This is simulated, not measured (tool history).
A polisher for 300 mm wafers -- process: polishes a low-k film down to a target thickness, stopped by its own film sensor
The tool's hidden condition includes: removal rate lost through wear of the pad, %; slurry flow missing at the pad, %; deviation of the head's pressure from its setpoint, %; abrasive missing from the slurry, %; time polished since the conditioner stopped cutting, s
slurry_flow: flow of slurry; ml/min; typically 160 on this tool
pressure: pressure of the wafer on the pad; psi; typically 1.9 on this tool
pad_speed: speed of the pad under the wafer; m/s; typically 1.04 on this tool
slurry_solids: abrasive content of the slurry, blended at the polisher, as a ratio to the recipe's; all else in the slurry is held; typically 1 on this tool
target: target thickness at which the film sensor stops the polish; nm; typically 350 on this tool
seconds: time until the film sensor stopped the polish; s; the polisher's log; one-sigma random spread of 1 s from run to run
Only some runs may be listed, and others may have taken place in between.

| run | hour | slurry_flow | pressure | pad_speed | slurry_solids | target | wafers since the last listed run | wafers polished on this pad | hours since the slurry nozzle was cleaned | hours since the head pressure was calibrated | hours since the slurry blender was calibrated | hours since the conditioning disc was replaced | incoming thickness of the incoming film, nm | seconds |
|---|---|---|---|---|---|---|---|---|---|---|---|---|---|---|
| 1 | 0 | 160 | 1.9 | 1.04 | 1 | 350 | 0 | 3325 | 42.3 | 531 | 265.9 | 125.1 | 392 | 105.8 |
| 2 | 73.8 | 160 | 1.9 | 1.04 | 1 | 350 | 517 | 3843 | 116.1 | 604.8 | 339.7 | 198.9 | 393.1 | 107.9 |
|  | 98.5 | worn pad replaced by a new one |
| 3 | 120.8 | 160 | 1.9 | 1.04 | 1 | 350 | 301 | 156 | 163.1 | 651.8 | 386.7 | 245.9 | 393.5 | 109.2 |
| 4 | 176 | 160 | 2.3 | 1.04 | 1 | 357 | 387 | 543 | 218.3 | 707 | 441.9 | 301.1 | 389.1 | 67.4 |
| 5 | 240.6 | 160 | 1.9 | 1.04 | 1 | 350 | 453 | 997 | 282.9 | 771.6 | 506.5 | 365.7 | 398.5 | 122 |
|  | 268.7 | slurry blender recalibrated |
| 6 | 301.4 | 160 | 1.9 | 0.84 | 1 | 350 | 412 | 1410 | 343.7 | 832.4 | 32.7 | 426.5 | 397.3 | 141.1 |
| 7 | 383.2 | 160 | 1.9 | 1.04 | 1 | 350 | 574 | 1984 | 425.5 | 914.2 | 114.5 | 508.3 | 394.7 | 115.5 |
|  | 412.2 | conditioning disc replaced and pad reconditioned |
| 8 | 469.4 | 210 | 2.4 | 1.04 | 1.15 | 350 | 590 | 2575 | 511.7 | 1000.4 | 200.7 | 57.2 | 392.9 | 77 |
| 9 | 514.6 | 160 | 1.2 | 1.04 | 1 | 350 | 317 | 2892 | 556.9 | 1045.6 | 245.9 | 102.4 | 387.4 | 150.8 |
|  | 562 | head pressure recalibrated |
| 10 | 622 | 160 | 1.9 | 1.04 | 0.8 | 350 | 739 | 3632 | 664.3 | 60 | 353.3 | 209.8 | 398.6 | 143.8 |
|  | 673.4 | slurry nozzle cleaned |
| 11 | 702.2 | 110 | 1.3 | 1.04 | 1 | 350 | 555 | 4188 | 28.8 | 140.2 | 433.5 | 290 | 393 | 171.3 |
| 12 | 748.7 | 160 | 1.9 | 1.04 | 1 | 350 | 326 | 4514 | 75.3 | 186.7 | 480 | 336.5 | 396.5 | 116 |
|  | 767.8 | worn pad replaced by a new one |
| 13 | 786.7 | 120 | 1.9 | 1.04 | 1.25 | 350 | 238 | 132 | 113.3 | 224.7 | 518 | 374.5 | 384.2 | 82.9 |
|  | 816.7 | slurry blender recalibrated |
| 14 | 882.1 | 160 | 2.4 | 1.26 | 1 | 343 | 655 | 787 | 208.7 | 320.1 | 65.4 | 469.9 | 395.7 | 91.7 |
| 15 | 953.1 | 120 | 1.9 | 1.2 | 1 | 350 | 498 | 1286 | 279.7 | 391.1 | 136.4 | 540.9 | 395 | 108.4 |
| 16 | 1002.9 | 200 | 1.9 | 1.04 | 0.75 | 337 | 349 | 1635 | 329.5 | 440.9 | 186.2 | 590.7 | 388.1 | 147.7 |
|  | 1032 | conditioning disc replaced and pad reconditioned |
| 17 | 1058.5 | 160 | 1.9 | 1.22 | 1 | 350 | 376 | 2012 | 385.1 | 496.5 | 241.8 | 26.5 | 395 | 100 |
| 18 | 1107.4 | 125 | 1.5 | 0.84 | 1 | 340 | 343 | 2355 | 434 | 545.4 | 290.7 | 75.4 | 389.9 | 202 |
| 19 | 1174.1 | 160 | 1.9 | 1.04 | 1 | 350 | 468 | 2823 | 500.7 | 612.1 | 357.4 | 142.1 | 390.4 | 101.4 |
| 20 | 1232.4 | 125 | 1.2 | 0.72 | 0.75 | 350 | 409 | 3232 | 559 | 670.4 | 415.7 | 200.4 | 391.5 | 274 |
| 21 | 1282.1 | 160 | 1.9 | 1.04 | 1 | 350 | 348 | 3581 | 608.7 | 720.1 | 465.4 | 250.1 | 391.8 | 103.6 |
|  | 1344.5 | worn pad replaced by a new one |
|  | 1345.9 | slurry blender recalibrated |
|  | 1370.5 | slurry nozzle cleaned |
| 22 | 1457.2 | 160 | 1.9 | 1.04 | 1.1 | 350 | 1184 | 774 | 86.7 | 895.2 | 111.3 | 425.2 | 391.3 | 99.5 |
| 23 | 1506.9 | 195 | 1.7 | 1.04 | 1.15 | 336 | 348 | 1122 | 136.4 | 944.9 | 161 | 474.9 | 384.8 | 127.1 |
| 24 | 1569.6 | 175 | 2.1 | 0.7 | 0.75 | 350 | 440 | 1563 | 199.1 | 1007.6 | 223.7 | 537.6 | 390.4 | 148.8 |

5 ways to go on from here, each from the tool as it stands after run 24. What would each give?
| A | 1570 | 160 | 1.9 | 1.04 | 1 | 357 | 2 | 1565 | 199.5 | 1008 | 224.1 | 538 | 388.2 | ? |
| B | 1570 | 160 | 2.3 | 1.04 | 0.85 | 350 | 2 | 1565 | 199.5 | 1008 | 224.1 | 538 | 388.2 | ? |
| C | 1570 | 210 | 2.3 | 1.04 | 1 | 350 | 2 | 1565 | 199.5 | 1008 | 224.1 | 538 | 388.2 | ? |
| D | 1570 | 160 | 2.1 | 0.7 | 1 | 350 | 2 | 1565 | 199.5 | 1008 | 224.1 | 538 | 388.2 | ? |
| E | 1570 | 160 | 1.9 | 1.16 | 1 | 355 | 2 | 1565 | 199.5 | 1008 | 224.1 | 538 | 388.2 | ? |

| run | seconds |
|---|---|
| A | 79.8 |
| B | 88.5 |
| C | 77.5 |
| D | 121.4 |
| E | 77.9 |
Had the tool no hidden state, the same runs would have come out as:
| run | seconds |
|---|---|
| A | 79.8 |
| B | 88.5 |
| C | 77.5 |
| D | 121.4 |
| E | 77.9 |

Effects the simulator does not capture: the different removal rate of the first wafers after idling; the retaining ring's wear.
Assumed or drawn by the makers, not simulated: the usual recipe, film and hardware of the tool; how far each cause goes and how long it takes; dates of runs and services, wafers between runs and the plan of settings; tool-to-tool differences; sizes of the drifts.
